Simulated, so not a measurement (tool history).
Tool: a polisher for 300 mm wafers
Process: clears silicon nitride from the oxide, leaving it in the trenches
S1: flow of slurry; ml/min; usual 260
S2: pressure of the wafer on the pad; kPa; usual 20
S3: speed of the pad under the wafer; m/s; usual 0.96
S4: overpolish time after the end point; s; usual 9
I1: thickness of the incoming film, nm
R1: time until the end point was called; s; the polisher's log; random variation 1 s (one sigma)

run   hour   S1    S2    S3  S4    I1    R1
  1      0  260    20  0.96   9  74.2  73.6
      28.8  -- head pressure recalibrated
  2   66.6  260    20  0.96   9  74.5  73.6
  3  126.6  315    20  0.96   9  75.7  71.8
  4  192.8  260    20  0.96   9  75.2  76.3
  5  216.9  260  24.1  0.96   9  75.6  63.1
     219.9  -- slurry nozzle cleaned
     259.1  -- worn pad replaced by a new one
  6  285.4  260    20  0.96   9  73.6  70.4
  7  355.4  205    20  0.96   9  74.1  75.6
  8  381.1  205    20  0.96   9  74.5  76.2
  9  421.7  280    20  0.96   9  76.1  72.3
 10  486.5  280    20  0.96   9  74.9  74.1
 11  532.6  260  25.5  0.96   9  75.4  58.1
 12  593.7  260  25.5  0.96   9  74.5  57.6
     599.9  -- slurry nozzle cleaned
     660.1  -- worn pad replaced by a new one
 13  663.9  260    20  0.96   9  74.8  72.7
 14  695.5  260    20  0.96   9  76.4  72.2
 15  751.6  260    20  0.96   9  75.3  72.5
 16  786.8  260    20  0.96   9  75.3  72.8
 17  839.8  260    20  0.96   9  74.3  73.6
 18  885.7  260    20  1.28   9  75.8    57
 19  948.7  175    20  0.96   9  74.2  80.5
     980.1  -- worn pad replaced by a new one
 20  998.5  260    20  0.96   6    75  75.5

The next listed run, before its measurement:
     1038.9  -- slurry nozzle cleaned
 21  1052.2  330  20  0.8   5  75.8   ?

{"run 21": {"R1": 85.2}}
Without the tool's hidden state the same run would have given R1 84.6 s.
